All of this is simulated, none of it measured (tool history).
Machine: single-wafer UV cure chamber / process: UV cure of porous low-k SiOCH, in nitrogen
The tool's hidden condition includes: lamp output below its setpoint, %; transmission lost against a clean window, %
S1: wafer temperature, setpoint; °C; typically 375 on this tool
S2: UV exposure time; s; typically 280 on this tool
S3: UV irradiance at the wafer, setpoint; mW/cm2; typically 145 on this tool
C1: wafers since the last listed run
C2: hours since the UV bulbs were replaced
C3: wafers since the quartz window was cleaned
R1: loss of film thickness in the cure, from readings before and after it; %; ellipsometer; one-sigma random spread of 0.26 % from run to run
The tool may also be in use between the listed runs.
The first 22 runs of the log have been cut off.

| run | hour | S1 | S2 | S3 | C1 | C2 | C3 | R1 |
|---|---|---|---|---|---|---|---|---|
| 23 | 1298.2 | 365 | 280 | 145 | 569 | 2077.6 | 1632 | 15.665 |
| 24 | 1324.1 | 388 | 120 | 145 | 247 | 2103.5 | 1880 | 11.626 |
| 25 | 1466.8 | 375 | 280 | 145 | 1365 | 2246.2 | 3245 | 15.92 |
| 26 | 1493.7 | 370 | 205 | 156 | 257 | 2273.1 | 3502 | 13.972 |
|  | 1510.9 | UV bulbs replaced |
| 27 | 1547 | 356 | 280 | 145 | 433 | 36.1 | 3935 | 15.26 |
|  | 1594.7 | quartz window cleaned |
| 28 | 1595.2 | 375 | 280 | 145 | 384 | 84.3 | 4 | 15.504 |
| 29 | 1643.7 | 375 | 280 | 145 | 463 | 132.8 | 468 | 15.854 |
| 30 | 1691 | 375 | 280 | 121 | 452 | 180.1 | 920 | 14.761 |
| 31 | 1757.2 | 375 | 280 | 145 | 633 | 246.3 | 1553 | 15.485 |
| 32 | 1794.8 | 357 | 280 | 145 | 359 | 283.9 | 1913 | 14.97 |
| 33 | 1849.1 | 375 | 280 | 145 | 519 | 338.2 | 2433 | 15.604 |
| 34 | 1876.9 | 381 | 415 | 145 | 265 | 366 | 2698 | 17.619 |
| 35 | 1937.6 | 361 | 150 | 172 | 580 | 426.7 | 3279 | 12.92 |
| 36 | 1986.8 | 375 | 280 | 159 | 470 | 475.9 | 3750 | 16.217 |
|  | 2008.6 | quartz window cleaned |
| 37 | 2058 | 375 | 280 | 145 | 604 | 547.1 | 472 | 15.22 |
| 38 | 2118.4 | 381 | 325 | 178 | 577 | 607.5 | 1050 | 17.763 |
| 39 | 2153.6 | 375 | 280 | 174 | 336 | 642.7 | 1386 | 16.776 |
| 40 | 2215.5 | 387 | 280 | 145 | 592 | 704.6 | 1979 | 16.509 |
| 41 | 2286.7 | 375 | 330 | 108 | 681 | 775.8 | 2660 | 14.586 |
| 42 | 2315.9 | 361 | 280 | 122 | 279 | 805 | 2939 | 14.566 |
| 43 | 2343.2 | 375 | 395 | 163 | 261 | 832.3 | 3200 | 18.666 |

Run 44, settings as shown, results not yet in. Your forecast:
| 44 | 2413.4 | 375 | 280 | 145 | 671 | 902.5 | 3872 | ? |

R1: 16.179 %
Were there no unlogged condition in the tool, this run, its random variation unchanged, would have produced R1 16.179 %.
